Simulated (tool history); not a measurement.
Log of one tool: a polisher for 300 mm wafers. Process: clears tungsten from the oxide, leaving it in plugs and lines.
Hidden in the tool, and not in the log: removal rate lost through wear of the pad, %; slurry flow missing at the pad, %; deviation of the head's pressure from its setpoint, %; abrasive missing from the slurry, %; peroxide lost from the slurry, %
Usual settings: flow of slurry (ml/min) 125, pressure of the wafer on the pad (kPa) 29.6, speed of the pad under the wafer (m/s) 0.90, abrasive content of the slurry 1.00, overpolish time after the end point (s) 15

| run | hour | flow of slurry (ml/min) | pressure of the wafer on the pad (kPa) | speed of the pad under the wafer (m/s) | abrasive content of the slurry | overpolish time after the end point (s) | wafers since the last listed run | wafers polished on this pad | hours since the slurry nozzle was cleaned | hours since the head pressure was calibrated | hours since the slurry blender was calibrated | hours since the slurry got fresh peroxide | incoming thickness of the incoming film, nm | time until the end point was called (s) |
|---|---|---|---|---|---|---|---|---|---|---|---|---|---|---|
| 1 | 0.0 | 125 | 29.6 | 0.90 | 1.00 | 15 | 0 | 1747 | 343.3 | 392.9 | 233.3 | 185.4 | 482.4 | 153.8 |
| 2 | 60.3 | 125 | 29.6 | 0.90 | 1.00 | 15 | 474 | 2222 | 403.6 | 453.2 | 293.6 | 245.7 | 472.3 | 149.4 |
|  | 96.0 | slurry nozzle cleaned |
|  | 100.7 | head pressure recalibrated |
| 3 | 137.7 | 145 | 29.6 | 0.90 | 1.00 | 15 | 585 | 2808 | 41.7 | 37.0 | 371.0 | 323.1 | 471.7 | 151.6 |
| 4 | 214.7 | 145 | 29.6 | 0.90 | 1.00 | 15 | 606 | 3414 | 118.7 | 114.0 | 448.0 | 400.1 | 481.7 | 155.3 |
|  | 287.3 | slurry blender recalibrated |
| 5 | 300.0 | 125 | 29.6 | 0.90 | 1.00 | 15 | 655 | 4069 | 204.0 | 199.3 | 12.7 | 485.4 | 484.5 | 153.9 |
|  | 309.7 | slurry tank refilled with fresh slurry and peroxide |
|  | 315.9 | worn pad replaced by a new one |
| 6 | 369.9 | 125 | 29.6 | 0.90 | 1.20 | 15 | 510 | 425 | 273.9 | 269.2 | 82.6 | 60.2 | 487.7 | 135.7 |
| 7 | 468.1 | 125 | 29.6 | 0.90 | 1.20 | 15 | 772 | 1198 | 372.1 | 367.4 | 180.8 | 158.4 | 469.7 | 143.1 |
| 8 | 544.5 | 125 | 29.6 | 0.90 | 1.00 | 15 | 601 | 1799 | 448.5 | 443.8 | 257.2 | 234.8 | 485.7 | 154.2 |
|  | 642.3 | slurry nozzle cleaned |
| 9 | 650.6 | 125 | 29.6 | 0.90 | 1.00 | 15 | 827 | 2626 | 8.3 | 549.9 | 363.3 | 340.9 | 482.5 | 155.5 |
|  | 666.3 | head pressure recalibrated |
| 10 | 705.8 | 125 | 26.2 | 0.70 | 1.00 | 23 | 418 | 3045 | 63.5 | 39.5 | 418.5 | 396.1 | 476.6 | 203.5 |
|  | 740.3 | slurry blender recalibrated |
|  | 782.0 | worn pad replaced by a new one |
|  | 794.1 | slurry tank refilled with fresh slurry and peroxide |
| 11 | 803.7 | 125 | 29.6 | 0.90 | 1.25 | 15 | 715 | 162 | 161.4 | 137.4 | 63.4 | 9.6 | 481.4 | 123.0 |
| 12 | 847.1 | 125 | 23.4 | 1.10 | 1.00 | 21 | 341 | 504 | 204.8 | 180.8 | 106.8 | 53.0 | 483.0 | 140.4 |
| 13 | 950.7 | 125 | 29.6 | 0.90 | 1.00 | 15 | 815 | 1319 | 308.4 | 284.4 | 210.4 | 156.6 | 476.7 | 155.9 |
| 14 | 1032.2 | 125 | 29.6 | 0.90 | 1.00 | 15 | 641 | 1961 | 389.9 | 365.9 | 291.9 | 238.1 | 474.2 | 148.4 |
|  | 1070.8 | slurry nozzle cleaned |
| 15 | 1073.1 | 125 | 35.9 | 1.08 | 1.00 | 15 | 314 | 2275 | 2.3 | 406.8 | 332.8 | 279.0 | 490.0 | 123.1 |
| 16 | 1138.1 | 125 | 29.6 | 1.08 | 1.00 | 15 | 511 | 2786 | 67.3 | 471.8 | 397.8 | 344.0 | 481.3 | 132.4 |
| 17 | 1211.0 | 100 | 29.6 | 0.90 | 1.30 | 15 | 573 | 3360 | 140.2 | 544.7 | 470.7 | 416.9 | 481.6 | 149.9 |
|  | 1237.1 | slurry blender recalibrated |
|  | 1238.2 | head pressure recalibrated |
|  | 1247.7 | worn pad replaced by a new one |
| 18 | 1278.3 | 155 | 29.6 | 0.90 | 1.20 | 23 | 473 | 240 | 207.5 | 40.1 | 41.2 | 484.2 | 485.5 | 140.6 |
|  | 1334.2 | slurry tank refilled with fresh slurry and peroxide |
| 19 | 1339.2 | 125 | 29.6 | 0.64 | 0.85 | 7 | 471 | 712 | 268.4 | 101.0 | 102.1 | 5.0 | 474.2 | 176.0 |
| 20 | 1430.3 | 100 | 29.6 | 0.90 | 1.00 | 15 | 717 | 1429 | 359.5 | 192.1 | 193.2 | 96.1 | 475.6 | 156.1 |
| 21 | 1467.6 | 125 | 29.6 | 0.60 | 1.00 | 15 | 293 | 1722 | 396.8 | 229.4 | 230.5 | 133.4 | 472.4 | 193.7 |
| 22 | 1505.4 | 125 | 29.6 | 0.90 | 0.90 | 23 | 297 | 2020 | 434.6 | 267.2 | 268.3 | 171.2 | 476.4 | 166.8 |
| 23 | 1583.0 | 125 | 29.6 | 0.90 | 1.00 | 15 | 610 | 2630 | 512.2 | 344.8 | 345.9 | 248.8 | 469.8 | 150.5 |
|  | 1595.0 | slurry nozzle cleaned |
| 24 | 1648.6 | 125 | 29.6 | 0.90 | 0.80 | 15 | 508 | 3139 | 53.6 | 410.4 | 411.5 | 314.4 | 487.6 | 151.3 |
|  | 1678.4 | worn pad replaced by a new one |
|  | 1701.4 | slurry blender recalibrated |
|  | 1714.1 | head pressure recalibrated |
| 25 | 1749.7 | 125 | 29.6 | 0.90 | 0.90 | 23 | 732 | 529 | 154.7 | 35.6 | 48.3 | 415.5 | 484.5 | 161.8 |
|  | 1885.7 | slurry tank refilled with fresh slurry and peroxide |
| 26 | 1989.8 | 110 | 29.6 | 0.90 | 1.00 | 15 | 1881 | 2411 | 394.8 | 275.7 | 288.4 | 104.1 | 472.6 | 148.9 |

Forecast each of these 3 alternatives for the next run:
| A | 1990.3 | 125 | 29.6 | 0.90 | 1.00 | 15 | 3 | 2415 | 395.3 | 276.2 | 288.9 | 104.6 | 474.1 | ? |
| B | 1990.3 | 165 | 39.3 | 0.90 | 1.30 | 8 | 3 | 2415 | 395.3 | 276.2 | 288.9 | 104.6 | 474.1 | ? |
| C | 1990.3 | 95 | 35.9 | 0.90 | 1.00 | 15 | 3 | 2415 | 395.3 | 276.2 | 288.9 | 104.6 | 474.1 | ? |

| run | time until the end point was called (s) |
|---|---|
| A | 149.0 |
| B | 108.0 |
| C | 135.0 |
Without the tool's hidden state the same runs would have given:
| run | time until the end point was called (s) |
|---|---|
| A | 120.6 |
| B | 87.4 |
| C | 114.3 |
